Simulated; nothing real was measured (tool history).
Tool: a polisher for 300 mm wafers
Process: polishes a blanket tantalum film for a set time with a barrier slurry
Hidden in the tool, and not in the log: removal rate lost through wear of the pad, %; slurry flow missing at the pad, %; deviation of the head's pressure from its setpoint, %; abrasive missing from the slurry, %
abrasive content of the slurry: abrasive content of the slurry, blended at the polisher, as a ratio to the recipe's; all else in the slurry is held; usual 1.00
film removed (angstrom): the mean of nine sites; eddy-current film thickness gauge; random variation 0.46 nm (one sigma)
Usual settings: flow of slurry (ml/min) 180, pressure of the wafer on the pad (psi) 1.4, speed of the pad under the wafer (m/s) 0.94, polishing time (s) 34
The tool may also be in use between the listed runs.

| run | hour | flow of slurry (ml/min) | pressure of the wafer on the pad (psi) | speed of the pad under the wafer (m/s) | abrasive content of the slurry | polishing time (s) | wafers since the last listed run | wafers polished on this pad | hours since the slurry nozzle was cleaned | hours since the head pressure was calibrated | hours since the slurry blender was calibrated | incoming thickness of the incoming film, nm | film removed (angstrom) |
|---|---|---|---|---|---|---|---|---|---|---|---|---|---|
| 1 | 0.0 | 180 | 1.4 | 0.94 | 1.00 | 34 | 0 | 477 | 469.8 | 894.7 | 308.9 | 357.1 | 400 |
| 2 | 28.8 | 180 | 1.4 | 0.94 | 1.00 | 34 | 266 | 743 | 498.6 | 923.5 | 337.7 | 346.3 | 397 |
| 3 | 56.1 | 180 | 1.4 | 0.80 | 1.00 | 34 | 252 | 996 | 525.9 | 950.8 | 365.0 | 350.0 | 331 |
|  | 69.8 | slurry blender recalibrated |
| 4 | 125.5 | 180 | 1.4 | 0.94 | 1.00 | 34 | 624 | 1620 | 595.3 | 1020.2 | 55.7 | 345.9 | 387 |
| 5 | 162.3 | 180 | 1.4 | 0.94 | 1.00 | 34 | 340 | 1961 | 632.1 | 1057.0 | 92.5 | 343.7 | 390 |
| 6 | 192.6 | 180 | 1.4 | 0.94 | 0.85 | 34 | 280 | 2242 | 662.4 | 1087.3 | 122.8 | 346.7 | 367 |
| 7 | 220.0 | 180 | 1.4 | 0.94 | 1.00 | 34 | 253 | 2495 | 689.8 | 1114.7 | 150.2 | 350.0 | 390 |
| 8 | 257.2 | 135 | 1.4 | 0.94 | 1.00 | 34 | 344 | 2840 | 727.0 | 1151.9 | 187.4 | 354.8 | 362 |
|  | 310.4 | worn pad replaced by a new one |
| 9 | 318.4 | 135 | 1.4 | 0.94 | 1.00 | 34 | 529 | 73 | 788.2 | 1213.1 | 248.6 | 350.1 | 367 |
|  | 319.6 | slurry nozzle cleaned |
| 10 | 348.6 | 135 | 1.4 | 0.94 | 1.00 | 34 | 270 | 344 | 29.0 | 1243.3 | 278.8 | 345.9 | 379 |
| 11 | 393.6 | 180 | 1.4 | 0.94 | 1.00 | 34 | 416 | 760 | 74.0 | 1288.3 | 323.8 | 349.1 | 402 |
|  | 400.4 | head pressure recalibrated |
| 12 | 435.4 | 245 | 1.4 | 0.86 | 1.00 | 34 | 368 | 1129 | 115.8 | 35.0 | 365.6 | 344.0 | 383 |
|  | 459.8 | slurry blender recalibrated |
| 13 | 475.6 | 235 | 1.4 | 1.10 | 1.00 | 25 | 353 | 1483 | 156.0 | 75.2 | 15.8 | 351.0 | 369 |
| 14 | 503.1 | 140 | 1.0 | 0.94 | 0.90 | 40 | 254 | 1737 | 183.5 | 102.7 | 43.3 | 348.6 | 347 |
| 15 | 567.6 | 180 | 1.4 | 0.94 | 1.00 | 42 | 597 | 2335 | 248.0 | 167.2 | 107.8 | 351.2 | 499 |
| 16 | 597.1 | 180 | 1.4 | 0.94 | 1.00 | 34 | 273 | 2608 | 277.5 | 196.7 | 137.3 | 353.2 | 396 |
|  | 634.3 | worn pad replaced by a new one |
| 17 | 663.8 | 180 | 1.4 | 0.94 | 1.20 | 43 | 580 | 273 | 344.2 | 263.4 | 204.0 | 345.1 | 531 |
| 18 | 711.4 | 180 | 1.3 | 0.66 | 0.85 | 30 | 440 | 714 | 391.8 | 311.0 | 251.6 | 353.9 | 221 |
| 19 | 760.4 | 180 | 1.4 | 0.94 | 1.00 | 34 | 453 | 1168 | 440.8 | 360.0 | 300.6 | 346.5 | 400 |
| 20 | 818.5 | 180 | 1.4 | 0.94 | 1.00 | 34 | 538 | 1706 | 498.9 | 418.1 | 358.7 | 350.3 | 398 |
|  | 854.8 | slurry blender recalibrated |
| 21 | 890.0 | 180 | 1.4 | 0.94 | 0.85 | 34 | 643 | 2349 | 570.4 | 489.6 | 35.2 | 346.7 | 374 |
| 22 | 926.2 | 180 | 1.4 | 0.94 | 1.00 | 27 | 335 | 2685 | 606.6 | 525.8 | 71.4 | 352.0 | 314 |
| 23 | 967.7 | 180 | 1.4 | 0.94 | 1.25 | 34 | 384 | 3069 | 648.1 | 567.3 | 112.9 | 349.2 | 422 |
| 24 | 1013.2 | 180 | 1.4 | 0.94 | 1.00 | 34 | 421 | 3490 | 693.6 | 612.8 | 158.4 | 352.3 | 385 |
|  | 1020.1 | worn pad replaced by a new one |
| 25 | 1074.7 | 180 | 1.7 | 0.66 | 0.85 | 25 | 532 | 505 | 755.1 | 674.3 | 219.9 | 350.3 | 220 |
|  | 1095.2 | slurry nozzle cleaned |
| 26 | 1115.2 | 180 | 1.4 | 0.94 | 1.00 | 34 | 365 | 871 | 20.0 | 714.8 | 260.4 | 353.1 | 401 |
| 27 | 1155.6 | 180 | 1.4 | 0.94 | 1.00 | 34 | 374 | 1245 | 60.4 | 755.2 | 300.8 | 352.4 | 408 |
| 28 | 1186.3 | 180 | 1.7 | 0.94 | 0.90 | 34 | 284 | 1530 | 91.1 | 785.9 | 331.5 | 354.7 | 449 |
|  | 1216.9 | slurry blender recalibrated |
| 29 | 1233.2 | 180 | 1.4 | 0.94 | 1.00 | 44 | 415 | 1945 | 138.0 | 832.8 | 16.3 | 342.4 | 517 |
| 30 | 1262.0 | 180 | 1.4 | 0.94 | 1.15 | 44 | 266 | 2212 | 166.8 | 861.6 | 45.1 | 345.0 | 541 |

4 ways to go on from here, each from the tool as it stands after run 30. What would each give?
| A | 1262.4 | 180 | 1.4 | 0.94 | 1.00 | 22 | 3 | 2216 | 167.2 | 862.0 | 45.5 | 343.7 | ? |
| B | 1262.4 | 180 | 1.1 | 0.94 | 1.00 | 34 | 3 | 2216 | 167.2 | 862.0 | 45.5 | 343.7 | ? |
| C | 1262.4 | 180 | 1.2 | 1.02 | 0.70 | 45 | 3 | 2216 | 167.2 | 862.0 | 45.5 | 343.7 | ? |
| D | 1262.4 | 155 | 1.0 | 0.94 | 1.00 | 34 | 3 | 2216 | 167.2 | 862.0 | 45.5 | 343.7 | ? |

| run | film removed (angstrom) |
|---|---|
| A | 261 |
| B | 339 |
| C | 450 |
| D | 310 |
Without the tool's hidden state the same runs would have given:
| run | film removed (angstrom) |
|---|---|
| A | 262 |
| B | 340 |
| C | 451 |
| D | 311 |

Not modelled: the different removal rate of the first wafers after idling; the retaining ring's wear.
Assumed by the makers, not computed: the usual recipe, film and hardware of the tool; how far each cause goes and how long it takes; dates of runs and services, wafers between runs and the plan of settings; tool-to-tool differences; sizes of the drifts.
